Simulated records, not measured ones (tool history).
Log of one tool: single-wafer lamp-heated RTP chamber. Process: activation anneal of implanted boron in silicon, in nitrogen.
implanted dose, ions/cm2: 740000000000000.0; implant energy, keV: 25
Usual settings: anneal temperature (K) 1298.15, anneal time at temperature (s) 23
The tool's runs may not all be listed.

run,day,anneal temperature (K),anneal time at temperature (s),"read-back reference wafer on the same gauge, sheet resistance",sheet resistance of the implanted and annealed layer (ohm/square)
1,0,1283.15,23,159.95,160.76
2,1.8,1298.15,23,159.99,159.21
3,3.862,1298.15,23,159.95,158.88
4,6.121,1298.15,23,159.99,158.82
# day 8.754: gauge calibrated
5,8.988,1298.15,23,159.95,159.17
6,10.783,1298.15,23,159.99,158.13
7,12.775,1298.15,19,160.01,159.32
# day 14.658: pyrometer window cleaned and pyrometer calibrated
# day 19.012: reflector plate cleaned
8,21.125,1298.15,19,160.06,159.23
9,23.225,1298.15,19,159.99,159.37
10,24.554,1291.15,28,159.94,159.02
11,27.292,1284.15,23,159.96,160.18
12,29.771,1284.15,23,159.99,160.5
13,30.854,1318.15,11,159.99,158.67
14,32.071,1298.15,23,159.97,158.76
# day 32.579: pyrometer window cleaned and pyrometer calibrated
15,33.171,1298.15,11,160.02,160.34
16,35.288,1273.15,16,160.06,164.85
# day 36.558: reflector plate cleaned
17,36.579,1312.15,12,160,159.06
18,38.567,1306.15,27,159.99,158.55
19,40.979,1322.15,15,160.02,158.66
20,42.508,1290.15,9,160,161.26
21,43.583,1298.15,23,159.98,159.38
22,45.954,1298.15,23,160.01,158.6
23,48.933,1320.15,14,160.04,158.28
24,51.283,1298.15,31,160.03,158.21
# day 52.292: pyrometer window cleaned and pyrometer calibrated
# day 55.912: reflector plate cleaned
25,55.933,1298.15,23,160.04,159.2
26,56.767,1298.15,14,159.95,159.64
27,59.033,1279.15,11,159.95,162.83
28,60.088,1269.15,29,159.95,162.77
29,62.421,1310.15,12,160,159.12
30,65.312,1313.15,17,159.94,157.94
31,66.904,1324.15,34,159.98,156.99
32,69.121,1286.15,13,160.02,160.06
33,70.95,1315.15,23,159.99,157.53
# day 72.942: pyrometer window cleaned and pyrometer calibrated
34,72.954,1319.15,13,159.98,159.18
# day 73.667: reflector plate cleaned
35,74.238,1313.15,16,160.01,159.13

Hidden state or all else? Some run-to-run changes of sheet resistance of the implanted and annealed layer (ohm/square), split into what the settings, what came in and random variation would give without the hidden state, and what is left for the hidden state (with any gauge scatter that isn't in both results):
The hidden state here: true wafer temperature minus pyrometer reading, K; wafer temperature error from the tarnished reflector plate, K; gauge reads high (%).
Run 15 -> 16: anneal temperature (K) 1298.15 -> 1273.15, anneal time at temperature (s) 11 -> 16. sheet resistance of the implanted and annealed layer (ohm/square) +4.51: hidden state -0.59, all else +5.1.
Run 16 -> 17: anneal temperature (K) 1273.15 -> 1312.15, anneal time at temperature (s) 16 -> 12, reflector plate cleaned. sheet resistance of the implanted and annealed layer (ohm/square) -5.79: hidden state +0.5, all else -6.29.
Run 26 -> 27: anneal temperature (K) 1298.15 -> 1279.15, anneal time at temperature (s) 14 -> 11. sheet resistance of the implanted and annealed layer (ohm/square) +3.19: hidden state -1.2, all else +4.39.
Run 28 -> 29: anneal temperature (K) 1269.15 -> 1310.15, anneal time at temperature (s) 29 -> 12. sheet resistance of the implanted and annealed layer (ohm/square) -3.65: hidden state +1.69, all else -5.34.
Run 31 -> 32: anneal temperature (K) 1324.15 -> 1286.15, anneal time at temperature (s) 34 -> 13. sheet resistance of the implanted and annealed layer (ohm/square) +3.07: hidden state -1.25, all else +4.32.
